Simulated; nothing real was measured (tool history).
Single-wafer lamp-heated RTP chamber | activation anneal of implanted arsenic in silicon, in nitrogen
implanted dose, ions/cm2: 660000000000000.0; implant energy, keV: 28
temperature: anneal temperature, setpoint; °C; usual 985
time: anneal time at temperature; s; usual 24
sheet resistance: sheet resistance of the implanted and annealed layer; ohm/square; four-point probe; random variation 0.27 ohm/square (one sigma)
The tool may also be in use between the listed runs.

run    hour  temperature  time  wafers since the last listed run  wafers since the last pyrometer calibration  wafers since the reflector plate was cleaned  hours since the gauge calibration  read-back reference wafer on the same gauge, sheet resistance  sheet resistance
  1       0          985    33                                 0                                            2                                          3894                             1052.3                                                         163.97            151.03
  2   202.4          985    33                              2078                                         2080                                          5973                             1254.7                                                         164.07             150.9
  3   258.8          985    33                               579                                         2659                                          6552                             1311.1                                                         163.99            150.75
  4   343.6          985    24                               870                                         3530                                          7423                             1395.9                                                         164.04            152.31
      415.6  -- pyrometer window cleaned and pyrometer calibrated
        428  -- reflector plate cleaned
  5   428.5          985    24                               707                                           49                                             5                             1480.8                                                         164.05            153.31
  6   522.3          985    24                               963                                         1013                                           968                             1574.6                                                         164.09            152.89
      529.2  -- gauge calibrated
  7     621          985    27                              1013                                         2026                                          1981                               91.8                                                         164.02            152.14
  8   696.9          985    27                               779                                         2805                                          2761                              167.7                                                         163.94            152.38
  9   755.9          985    34                               605                                         3411                                          3367                              226.7                                                         163.99            151.35
      812.3  -- pyrometer window cleaned and pyrometer calibrated
 10   815.1          985    34                               525                                           28                                          3892                              285.9                                                         163.95            150.95
 11   875.9          985    24                               624                                          652                                          4517                              346.7                                                         163.93            152.33
 12   931.9          958    30                               575                                         1227                                          5092                              402.7                                                         164.06             154.6
 13  1023.6         1009    15                               941                                         2169                                          6033                              494.4                                                         163.94            152.05
 14  1131.3          985    24                              1105                                         3275                                          7139                              602.1                                                         164.07            152.26
 15  1176.3          985    34                               462                                         3737                                          7601                              647.1                                                         164.02            150.41
     1221.2  -- pyrometer window cleaned and pyrometer calibrated
 16  1226.4          966    15                               432                                           53                                          8034                              697.2                                                         163.95            156.76
     1256.8  -- reflector plate cleaned
 17  1276.7          985    28                               434                                          487                                           204                              747.5                                                         163.98            152.34
 18  1348.7          999    13                               739                                         1227                                           943                              819.5                                                         164.02            154.01
 19  1387.4          985    24                               397                                         1624                                          1341                              858.2                                                         164.01               153
 20  1451.2          985    13                               655                                         2279                                          1996                                922                                                         164.02            155.61
 21  1551.2          985    35                              1026                                         3306                                          3023                               1022                                                         164.07            151.02
 22    1592          969    10                               418                                         3725                                          3442                             1062.8                                                         164.03             158.2
 23  1639.3         1010    10                               485                                         4211                                          3927                             1110.1                                                            164            154.34

Forecast each of these 4 alternatives for the next run:
  A  1639.7          985    17                                 4                                         4215                                          3931                             1110.5                                                              ?                 ?
  B  1639.7          960    15                                 4                                         4215                                          3931                             1110.5                                                              ?                 ?
  C  1639.7          996    32                                 4                                         4215                                          3931                             1110.5                                                              ?                 ?
  D  1639.7          965    16                                 4                                         4215                                          3931                             1110.5                                                              ?                 ?

run  read-back reference wafer on the same gauge, sheet resistance  sheet resistance
  A                                                         164.03             154.3
  B                                                         164.03            157.98
  C                                                         164.03            150.22
  D                                                         164.03            157.05
Without the tool's hidden state the same runs would have given:
run  sheet resistance
  A            155.23
  B            158.92
  C            151.03
  D            158.02

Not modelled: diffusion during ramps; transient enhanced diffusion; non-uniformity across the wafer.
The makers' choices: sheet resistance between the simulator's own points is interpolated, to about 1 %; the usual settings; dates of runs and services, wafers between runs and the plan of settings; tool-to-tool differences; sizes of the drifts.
